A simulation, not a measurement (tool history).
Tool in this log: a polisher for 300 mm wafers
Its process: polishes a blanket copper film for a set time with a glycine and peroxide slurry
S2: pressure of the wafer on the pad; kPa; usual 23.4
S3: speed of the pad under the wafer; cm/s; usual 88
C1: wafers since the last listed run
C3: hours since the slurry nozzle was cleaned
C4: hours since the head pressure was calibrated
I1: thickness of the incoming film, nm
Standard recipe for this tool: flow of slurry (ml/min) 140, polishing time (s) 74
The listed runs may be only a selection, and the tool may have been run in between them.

{"run": 1, "hour": 0.0, "flow of slurry (ml/min)": 140, "S2": 23.4, "S3": 106, "polishing time (s)": 74, "C1": 0, "wafers polished on this pad": 2169, "C3": 356.3, "C4": 368.7, "I1": 2299.8, "film removed (Å)": 3522}
{"hour": 50.6, "done": "slurry nozzle cleaned"}
{"run": 2, "hour": 53.3, "flow of slurry (ml/min)": 140, "S2": 23.4, "S3": 88, "polishing time (s)": 74, "C1": 417, "wafers polished on this pad": 2587, "C3": 2.7, "C4": 422, "I1": 2238.7, "film removed (Å)": 3330}
{"hour": 68.9, "done": "worn pad replaced by a new one"}
{"hour": 75.7, "done": "head pressure recalibrated"}
{"run": 3, "hour": 104.2, "flow of slurry (ml/min)": 140, "S2": 23.4, "S3": 88, "polishing time (s)": 74, "C1": 358, "wafers polished on this pad": 265, "C3": 53.6, "C4": 28.5, "I1": 2267.6, "film removed (Å)": 3548}
{"run": 4, "hour": 133.1, "flow of slurry (ml/min)": 140, "S2": 23.4, "S3": 88, "polishing time (s)": 74, "C1": 230, "wafers polished on this pad": 496, "C3": 82.5, "C4": 57.4, "I1": 2251.4, "film removed (Å)": 3472}
{"run": 5, "hour": 167.1, "flow of slurry (ml/min)": 140, "S2": 23.4, "S3": 88, "polishing time (s)": 86, "C1": 271, "wafers polished on this pad": 767, "C3": 116.5, "C4": 91.4, "I1": 2302, "film removed (Å)": 4039}
{"run": 6, "hour": 205.9, "flow of slurry (ml/min)": 140, "S2": 23.4, "S3": 88, "polishing time (s)": 86, "C1": 309, "wafers polished on this pad": 1077, "C3": 155.3, "C4": 130.2, "I1": 2272, "film removed (Å)": 3833}
{"run": 7, "hour": 269.3, "flow of slurry (ml/min)": 140, "S2": 23.4, "S3": 88, "polishing time (s)": 74, "C1": 506, "wafers polished on this pad": 1584, "C3": 218.7, "C4": 193.6, "I1": 2256.4, "film removed (Å)": 3168}
{"run": 8, "hour": 325.4, "flow of slurry (ml/min)": 140, "S2": 23.4, "S3": 88, "polishing time (s)": 74, "C1": 448, "wafers polished on this pad": 2032, "C3": 274.8, "C4": 249.7, "I1": 2301, "film removed (Å)": 3070}
{"run": 9, "hour": 364.0, "flow of slurry (ml/min)": 140, "S2": 23.4, "S3": 88, "polishing time (s)": 74, "C1": 308, "wafers polished on this pad": 2340, "C3": 313.4, "C4": 288.3, "I1": 2304.7, "film removed (Å)": 3070}
{"run": 10, "hour": 396.9, "flow of slurry (ml/min)": 140, "S2": 23.4, "S3": 102, "polishing time (s)": 74, "C1": 262, "wafers polished on this pad": 2603, "C3": 346.3, "C4": 321.2, "I1": 2280.3, "film removed (Å)": 3322}
{"hour": 426.0, "done": "slurry nozzle cleaned"}
{"hour": 453.5, "done": "head pressure recalibrated"}
{"run": 11, "hour": 459.4, "flow of slurry (ml/min)": 140, "S2": 23.4, "S3": 102, "polishing time (s)": 74, "C1": 475, "wafers polished on this pad": 3078, "C3": 33.4, "C4": 5.9, "I1": 2279.2, "film removed (Å)": 3517}
{"hour": 467.4, "done": "worn pad replaced by a new one"}
{"run": 12, "hour": 515.6, "flow of slurry (ml/min)": 140, "S2": 23.4, "S3": 102, "polishing time (s)": 74, "C1": 416, "wafers polished on this pad": 385, "C3": 89.6, "C4": 62.1, "I1": 2240.1, "film removed (Å)": 3897}
{"run": 13, "hour": 585.4, "flow of slurry (ml/min)": 140, "S2": 23.4, "S3": 88, "polishing time (s)": 74, "C1": 557, "wafers polished on this pad": 942, "C3": 159.4, "C4": 131.9, "I1": 2258.9, "film removed (Å)": 3410}
{"run": 14, "hour": 638.9, "flow of slurry (ml/min)": 120, "S2": 26.9, "S3": 88, "polishing time (s)": 74, "C1": 427, "wafers polished on this pad": 1370, "C3": 212.9, "C4": 185.4, "I1": 2279.3, "film removed (Å)": 3505}
{"run": 15, "hour": 708.7, "flow of slurry (ml/min)": 120, "S2": 26.9, "S3": 88, "polishing time (s)": 74, "C1": 557, "wafers polished on this pad": 1927, "C3": 282.7, "C4": 255.2, "I1": 2262.1, "film removed (Å)": 3376}
{"hour": 791.1, "done": "slurry nozzle cleaned"}
{"hour": 813.8, "done": "head pressure recalibrated"}
{"hour": 819.6, "done": "worn pad replaced by a new one"}
{"run": 16, "hour": 820.7, "flow of slurry (ml/min)": 120, "S2": 26.9, "S3": 88, "polishing time (s)": 74, "C1": 838, "wafers polished on this pad": 8, "C3": 29.6, "C4": 6.9, "I1": 2244.4, "film removed (Å)": 3947}
{"run": 17, "hour": 890.4, "flow of slurry (ml/min)": 160, "S2": 25.5, "S3": 106, "polishing time (s)": 54, "C1": 556, "wafers polished on this pad": 565, "C3": 99.3, "C4": 76.6, "I1": 2272.4, "film removed (Å)": 3261}
{"run": 18, "hour": 1069.9, "flow of slurry (ml/min)": 140, "S2": 23.4, "S3": 88, "polishing time (s)": 74, "C1": 1433, "wafers polished on this pad": 1998, "C3": 278.8, "C4": 256.1, "I1": 2223.3, "film removed (Å)": 3090}
{"run": 19, "hour": 1124.8, "flow of slurry (ml/min)": 140, "S2": 23.4, "S3": 88, "polishing time (s)": 74, "C1": 438, "wafers polished on this pad": 2437, "C3": 333.7, "C4": 311, "I1": 2291.7, "film removed (Å)": 2922}
{"run": 20, "hour": 1156.2, "flow of slurry (ml/min)": 140, "S2": 23.4, "S3": 88, "polishing time (s)": 63, "C1": 250, "wafers polished on this pad": 2688, "C3": 365.1, "C4": 342.4, "I1": 2309.8, "film removed (Å)": 2499}
{"hour": 1160.3, "done": "worn pad replaced by a new one"}
{"hour": 1196.3, "done": "head pressure recalibrated"}
{"hour": 1198.5, "done": "slurry nozzle cleaned"}
{"run": 21, "hour": 1202.6, "flow of slurry (ml/min)": 140, "S2": 23.4, "S3": 88, "polishing time (s)": 52, "C1": 314, "wafers polished on this pad": 314, "C3": 4.1, "C4": 6.3, "I1": 2274, "film removed (Å)": 2540}
{"run": 22, "hour": 1242.1, "flow of slurry (ml/min)": 140, "S2": 30.3, "S3": 112, "polishing time (s)": 81, "C1": 315, "wafers polished on this pad": 629, "C3": 43.6, "C4": 45.8, "I1": 2292.7, "film removed (Å)": 5851}
{"run": 23, "hour": 1281.5, "flow of slurry (ml/min)": 140, "S2": 23.4, "S3": 88, "polishing time (s)": 74, "C1": 314, "wafers polished on this pad": 944, "C3": 83, "C4": 85.2, "I1": 2254.9, "film removed (Å)": 3561}
{"run": 24, "hour": 1318.1, "flow of slurry (ml/min)": 140, "S2": 23.4, "S3": 66, "polishing time (s)": 86, "C1": 292, "wafers polished on this pad": 1236, "C3": 119.6, "C4": 121.8, "I1": 2237.3, "film removed (Å)": 3111}
{"run": 25, "hour": 1365.7, "flow of slurry (ml/min)": 155, "S2": 29, "S3": 98, "polishing time (s)": 50, "C1": 380, "wafers polished on this pad": 1616, "C3": 167.2, "C4": 169.4, "I1": 2262.8, "film removed (Å)": 2950}
{"run": 26, "hour": 1434.0, "flow of slurry (ml/min)": 140, "S2": 23.4, "S3": 74, "polishing time (s)": 74, "C1": 545, "wafers polished on this pad": 2162, "C3": 235.5, "C4": 237.7, "I1": 2267.4, "film removed (Å)": 2781}
{"run": 27, "hour": 1484.5, "flow of slurry (ml/min)": 110, "S2": 26.9, "S3": 88, "polishing time (s)": 81, "C1": 403, "wafers polished on this pad": 2565, "C3": 286, "C4": 288.2, "I1": 2289.7, "film removed (Å)": 3616}
{"run": 28, "hour": 1530.0, "flow of slurry (ml/min)": 140, "S2": 23.4, "S3": 62, "polishing time (s)": 97, "C1": 363, "wafers polished on this pad": 2929, "C3": 331.5, "C4": 333.7, "I1": 2257.6, "film removed (Å)": 2982}
{"run": 29, "hour": 1555.7, "flow of slurry (ml/min)": 185, "S2": 29.6, "S3": 88, "polishing time (s)": 74, "C1": 205, "wafers polished on this pad": 3134, "C3": 357.2, "C4": 359.4, "I1": 2273.1, "film removed (Å)": 3840}
{"run": 30, "hour": 1587.1, "flow of slurry (ml/min)": 170, "S2": 23.4, "S3": 88, "polishing time (s)": 95, "C1": 250, "wafers polished on this pad": 3385, "C3": 388.6, "C4": 390.8, "I1": 2284.4, "film removed (Å)": 3951}
{"hour": 1609.0, "done": "worn pad replaced by a new one"}
{"hour": 1644.2, "done": "head pressure recalibrated"}
{"hour": 1644.8, "done": "slurry nozzle cleaned"}
{"run": 31, "hour": 1664.5, "flow of slurry (ml/min)": 140, "S2": 23.4, "S3": 88, "polishing time (s)": 86, "C1": 565, "wafers polished on this pad": 422, "C3": 19.7, "C4": 20.3, "I1": 2259.2, "film removed (Å)": 4222}
{"run": 32, "hour": 1743.9, "flow of slurry (ml/min)": 190, "S2": 20, "S3": 112, "polishing time (s)": 91, "C1": 634, "wafers polished on this pad": 1056, "C3": 99.1, "C4": 99.7, "I1": 2298.2, "film removed (Å)": 4734}
{"run": 33, "hour": 1774.6, "flow of slurry (ml/min)": 140, "S2": 23.4, "S3": 88, "polishing time (s)": 74, "C1": 245, "wafers polished on this pad": 1301, "C3": 129.8, "C4": 130.4, "I1": 2294.6, "film removed (Å)": 3401}
{"run": 34, "hour": 1805.2, "flow of slurry (ml/min)": 125, "S2": 15.9, "S3": 88, "polishing time (s)": 74, "C1": 244, "wafers polished on this pad": 1546, "C3": 160.4, "C4": 161, "I1": 2248.8, "film removed (Å)": 2363}
{"run": 35, "hour": 1868.7, "flow of slurry (ml/min)": 140, "S2": 23.4, "S3": 88, "polishing time (s)": 74, "C1": 507, "wafers polished on this pad": 2053, "C3": 223.9, "C4": 224.5, "I1": 2268.4, "film removed (Å)": 3213}

Consider 5 possible next runs. They are alternatives, not a sequence: every one starts from the tool as it was left by run 35. What does each give?
{"run": "A", "hour": 1869.2, "flow of slurry (ml/min)": 140, "S2": 23.4, "S3": 88, "polishing time (s)": 74, "C1": 3, "wafers polished on this pad": 2057, "C3": 224.4, "C4": 225, "I1": 2252.5, "film removed (Å)": "?"}
{"run": "B", "hour": 1869.2, "flow of slurry (ml/min)": 115, "S2": 23.4, "S3": 88, "polishing time (s)": 74, "C1": 3, "wafers polished on this pad": 2057, "C3": 224.4, "C4": 225, "I1": 2252.5, "film removed (Å)": "?"}
{"run": "C", "hour": 1869.2, "flow of slurry (ml/min)": 115, "S2": 29.6, "S3": 78, "polishing time (s)": 97, "C1": 3, "wafers polished on this pad": 2057, "C3": 224.4, "C4": 225, "I1": 2252.5, "film removed (Å)": "?"}
{"run": "D", "hour": 1869.2, "flow of slurry (ml/min)": 185, "S2": 23.4, "S3": 88, "polishing time (s)": 66, "C1": 3, "wafers polished on this pad": 2057, "C3": 224.4, "C4": 225, "I1": 2252.5, "film removed (Å)": "?"}
{"run": "E", "hour": 1869.2, "flow of slurry (ml/min)": 140, "S2": 23.4, "S3": 88, "polishing time (s)": 81, "C1": 3, "wafers polished on this pad": 2057, "C3": 224.4, "C4": 225, "I1": 2252.5, "film removed (Å)": "?"}

run=A film_removed_(Å)=3185
run=B film_removed_(Å)=3042
run=C film_removed_(Å)=4420
run=D film_removed_(Å)=3000
run=E film_removed_(Å)=3486
What these runs would have given with no unlogged condition in the tool:
run=A film_removed_(Å)=3692
run=B film_removed_(Å)=3561
run=C film_removed_(Å)=5175
run=D film_removed_(Å)=3435
run=E film_removed_(Å)=4041
